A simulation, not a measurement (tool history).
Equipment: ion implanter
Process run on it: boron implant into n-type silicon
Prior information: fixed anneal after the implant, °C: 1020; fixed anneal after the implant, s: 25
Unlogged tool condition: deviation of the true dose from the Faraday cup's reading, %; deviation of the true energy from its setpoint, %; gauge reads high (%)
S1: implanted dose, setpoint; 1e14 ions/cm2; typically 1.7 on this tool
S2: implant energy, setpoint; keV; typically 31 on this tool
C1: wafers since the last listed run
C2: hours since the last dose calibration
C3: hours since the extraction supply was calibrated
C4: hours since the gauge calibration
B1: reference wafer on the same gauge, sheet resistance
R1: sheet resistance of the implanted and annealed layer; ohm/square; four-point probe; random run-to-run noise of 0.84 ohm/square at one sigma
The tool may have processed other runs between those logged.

run	hour	S1	S2	C1	C2	C3	C4	B1	R1
1	0	1.7	31	0	661.4	1947.6	141.3	349.85	431.88
2	14.5	1.7	31	175	675.9	1962.1	155.8	349.88	431.86
3	27.5	1.7	31	157	688.9	1975.1	168.8	350.31	432.59
4	42.5	1.7	31	181	703.9	1990.1	183.8	350.09	431.59
5	59.3	1.7	31	203	720.7	2006.9	200.6	349.93	432.35
6	69.4	1.7	31	122	730.8	2017	210.7	349.89	430.44
7	79.1	1.7	31	117	740.5	2026.7	220.4	349.85	431.77
8	91.6	1.7	31	151	753	2039.2	232.9	350.07	432.57
# hour 109.6: Faraday cup replaced and dose calibrated
9	110.1	1.7	31	127	0.5	2057.7	251.4	350.21	411.34
# hour 120.2: gauge calibrated
10	121.4	1.42	27.5	136	11.8	2069	1.2	349.95	482.56
11	150.5	2.21	22.5	352	40.9	2098.1	30.3	350.02	350.56
12	161.6	1.54	26	134	52	2109.2	41.4	349.9	458.82
# hour 181: extraction supply calibrated
13	181.5	1.96	36	144	71.9	0.5	61.3	349.98	364.38
14	187.6	1.7	35.5	73	78	6.6	67.4	350.2	407.92
15	200	2.07	39	150	90.4	19	79.8	350.13	346.27
16	210	2.12	24	121	100.4	29	89.8	350.34	361.06
17	222.3	1.54	26	148	112.7	41.3	102.1	349.99	461.29
18	230.5	2.16	31	99	120.9	49.5	110.3	349.66	346.17

Consider 3 possible next runs. They are alternatives, not a sequence: every one starts from the tool as it was left by run 18. What does each give?
A	230.9	1.34	31	4	121.3	49.9	110.7	?	?
B	230.9	1.37	25	4	121.3	49.9	110.7	?	?
C	230.9	1.34	38.5	4	121.3	49.9	110.7	?	?

run	B1	R1
A	349.73	498.16
B	349.73	507.55
C	349.73	480.12
With the hidden condition removed and each run's random variation left untouched, the same runs would have given:
run	R1
A	496.22
B	505.51
C	478.29
